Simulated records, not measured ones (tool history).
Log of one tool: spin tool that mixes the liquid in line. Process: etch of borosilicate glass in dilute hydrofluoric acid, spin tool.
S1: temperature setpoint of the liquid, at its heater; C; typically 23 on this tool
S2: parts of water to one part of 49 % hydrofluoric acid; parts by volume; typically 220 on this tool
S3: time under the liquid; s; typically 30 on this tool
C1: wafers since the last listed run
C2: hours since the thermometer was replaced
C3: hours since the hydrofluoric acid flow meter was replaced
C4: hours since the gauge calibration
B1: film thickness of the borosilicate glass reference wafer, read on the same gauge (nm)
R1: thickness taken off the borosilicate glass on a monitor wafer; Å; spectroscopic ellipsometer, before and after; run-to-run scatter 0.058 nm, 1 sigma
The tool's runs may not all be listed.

Run 1, hour 0: usual settings; C1 0; C2 1826.2; C3 497.6; C4 511.7; B1 70. Result: R1 62.7 Å.
At hour 26.5: gauge calibrated.
Run 2, hour 37.9: usual settings; C1 443; C2 1864.1; C3 535.5; C4 11.4; B1 70. Result: R1 62.7 Å.
Run 3, hour 72.8: usual settings; C1 408; C2 1899; C3 570.4; C4 46.3; B1 70.01. Result: R1 62.4 Å.
Run 4, hour 132.6: usual settings; C1 699; C2 1958.8; C3 630.2; C4 106.1; B1 70.01. Result: R1 62.3 Å.
Run 5, hour 183.5: usual settings; C1 595; C2 2009.7; C3 681.1; C4 157; B1 70.01. Result: R1 62.7 Å.
Run 6, hour 241.9: usual settings; C1 683; C2 2068.1; C3 739.5; C4 215.4; B1 69.98. Result: R1 62.8 Å.
Run 7, hour 300.9: usual settings; C1 690; C2 2127.1; C3 798.5; C4 274.4; B1 70.01. Result: R1 63.6 Å.
Run 8, hour 348.8: usual settings but S3 20 s; C1 560; C2 2175; C3 846.4; C4 322.3; B1 70.03. Result: R1 41.8 Å.
Run 9, hour 398.1: usual settings; C1 576; C2 2224.3; C3 895.7; C4 371.6; B1 69.99. Result: R1 61.5 Å.
At hour 509.7: hydrofluoric acid flow meter replaced.
Run 10, hour 540: usual settings; C1 1648; C2 2366.2; C3 30.3; C4 513.5; B1 70.01. Result: R1 61.1 Å.
Run 11, hour 607.8: usual settings but S3 40 s; C1 793; C2 2434; C3 98.1; C4 581.3; B1 70.01. Result: R1 83.7 Å.

Predict the results of run 12:
At hour 657.3: thermometer replaced.
Run 12, hour 672.7: usual settings; C1 747; C2 15.4; C3 163; C4 646.2; B1 ?. Result: R1 ?.

B1: 70.03
R1: 62.2 Å
Minus the tool's unlogged condition, the same run would have read R1 62.2 Å.
